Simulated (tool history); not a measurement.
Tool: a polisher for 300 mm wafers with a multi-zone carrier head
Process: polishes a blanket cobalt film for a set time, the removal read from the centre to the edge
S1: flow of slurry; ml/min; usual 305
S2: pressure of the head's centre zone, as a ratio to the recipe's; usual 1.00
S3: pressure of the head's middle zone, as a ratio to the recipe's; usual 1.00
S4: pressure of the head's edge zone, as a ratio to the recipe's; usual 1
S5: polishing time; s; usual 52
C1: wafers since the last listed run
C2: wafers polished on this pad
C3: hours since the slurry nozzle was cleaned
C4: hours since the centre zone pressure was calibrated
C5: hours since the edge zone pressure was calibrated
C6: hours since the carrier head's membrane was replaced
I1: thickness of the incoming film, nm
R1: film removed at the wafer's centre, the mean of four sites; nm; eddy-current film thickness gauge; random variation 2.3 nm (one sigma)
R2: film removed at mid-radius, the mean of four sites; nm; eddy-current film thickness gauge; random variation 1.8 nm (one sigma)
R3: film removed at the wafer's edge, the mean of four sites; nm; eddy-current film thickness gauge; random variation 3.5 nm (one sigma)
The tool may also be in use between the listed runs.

Run 1, hour 0.0: usual settings but S1 370 ml/min; C1 0; C2 2805; C3 298.0; C4 440.9; C5 262.3; C6 272.7; I1 741.1. Result: R1 254.5 nm, R2 251.4 nm, R3 245.9 nm.
At hour 21.7: worn pad replaced by a new one.
At hour 177.6: slurry nozzle cleaned.
Run 2, hour 199.4: usual settings but S1 370 ml/min; C1 1659; C2 1508; C3 21.8; C4 640.3; C5 461.7; C6 472.1; I1 731.9. Result: R1 256.8 nm, R2 252.3 nm, R3 251.3 nm.
Run 3, hour 275.4: usual settings but S1 370 ml/min; C1 648; C2 2157; C3 97.8; C4 716.3; C5 537.7; C6 548.1; I1 725.6. Result: R1 256.1 nm, R2 254.4 nm, R3 249.9 nm.
Run 4, hour 340.4: usual settings; C1 554; C2 2712; C3 162.8; C4 781.3; C5 602.7; C6 613.1; I1 732.6. Result: R1 250.9 nm, R2 248.9 nm, R3 243.3 nm.
At hour 365.3: edge zone pressure recalibrated.
At hour 371.7: worn pad replaced by a new one.
Run 5, hour 445.2: usual settings; C1 843; C2 627; C3 267.6; C4 886.1; C5 79.9; C6 717.9; I1 731.1. Result: R1 250.8 nm, R2 243.0 nm, R3 245.9 nm.
Run 6, hour 517.0: usual settings; C1 612; C2 1240; C3 339.4; C4 957.9; C5 151.7; C6 789.7; I1 729.1. Result: R1 246.4 nm, R2 243.5 nm, R3 241.2 nm.
Run 7, hour 621.0: usual settings; C1 887; C2 2128; C3 443.4; C4 1061.9; C5 255.7; C6 893.7; I1 751.2. Result: R1 239.8 nm, R2 235.2 nm, R3 237.6 nm.
At hour 628.1: carrier head's membrane replaced by a new one.
At hour 651.0: slurry nozzle cleaned.
Run 8, hour 661.2: usual settings; C1 291; C2 2420; C3 10.2; C4 1102.1; C5 295.9; C6 33.1; I1 750.8. Result: R1 255.5 nm, R2 249.4 nm, R3 245.7 nm.
At hour 687.9: worn pad replaced by a new one.
Run 9, hour 761.2: usual settings; C1 819; C2 625; C3 110.2; C4 1202.1; C5 395.9; C6 133.1; I1 741.3. Result: R1 254.9 nm, R2 249.6 nm, R3 242.7 nm.
Run 10, hour 863.2: usual settings; C1 870; C2 1496; C3 212.2; C4 1304.1; C5 497.9; C6 235.1; I1 738.0. Result: R1 251.7 nm, R2 247.4 nm, R3 247.5 nm.
Run 11, hour 929.0: usual settings but S1 365 ml/min, S2 1.06; C1 561; C2 2058; C3 278.0; C4 1369.9; C5 563.7; C6 300.9; I1 731.9. Result: R1 267.9 nm, R2 249.6 nm, R3 244.7 nm.
At hour 971.7: worn pad replaced by a new one.
Run 12, hour 1011.2: usual settings but S1 355 ml/min, S3 0.95; C1 667; C2 337; C3 360.2; C4 1452.1; C5 645.9; C6 383.1; I1 744.2. Result: R1 251.3 nm, R2 235.5 nm, R3 241.5 nm.
At hour 1072.3: edge zone pressure recalibrated.
Run 13, hour 1104.7: usual settings; C1 781; C2 1118; C3 453.7; C4 1545.6; C5 32.4; C6 476.6; I1 740.6. Result: R1 239.7 nm, R2 235.7 nm, R3 233.0 nm.
At hour 1108.1: slurry nozzle cleaned.
At hour 1206.5: centre zone pressure recalibrated.
At hour 1289.3: worn pad replaced by a new one.
Run 14, hour 1333.2: usual settings but S3 0.90, S5 45 s; C1 1890; C2 374; C3 225.1; C4 126.7; C5 260.9; C6 705.1; I1 740.4. Result: R1 213.0 nm, R2 196.2 nm, R3 209.7 nm.
Run 15, hour 1431.2: usual settings but S1 360 ml/min, S3 0.93, S5 46 s; C1 836; C2 1210; C3 323.1; C4 224.7; C5 358.9; C6 803.1; I1 748.2. Result: R1 222.0 nm, R2 208.5 nm, R3 216.6 nm.
At hour 1477.7: carrier head's membrane replaced by a new one.
Run 16, hour 1496.2: usual settings but S2 0.89, S5 41 s; C1 512; C2 1723; C3 388.1; C4 289.7; C5 423.9; C6 18.5; I1 729.8. Result: R1 168.3 nm, R2 188.7 nm, R3 186.2 nm.
At hour 1541.4: slurry nozzle cleaned.
Run 17, hour 1602.4: usual settings; C1 898; C2 2621; C3 61.0; C4 395.9; C5 530.1; C6 124.7; I1 744.4. Result: R1 254.9 nm, R2 247.7 nm, R3 242.8 nm.

Run 18 comes next. What will it give?
At hour 1646.5: worn pad replaced by a new one.
Run 18, hour 1649.1: usual settings but S3 1.10; C1 364; C2 21; C3 107.7; C4 442.6; C5 576.8; C6 171.4; I1 743.7. Result: R1 ?, R2 ?, R3 ?.

R1: 252.2 nm
R2: 271.0 nm
R3: 242.5 nm
Without the tool's hidden state the same run would have given R1 254.1 nm, R2 272.8 nm, R3 243.8 nm.

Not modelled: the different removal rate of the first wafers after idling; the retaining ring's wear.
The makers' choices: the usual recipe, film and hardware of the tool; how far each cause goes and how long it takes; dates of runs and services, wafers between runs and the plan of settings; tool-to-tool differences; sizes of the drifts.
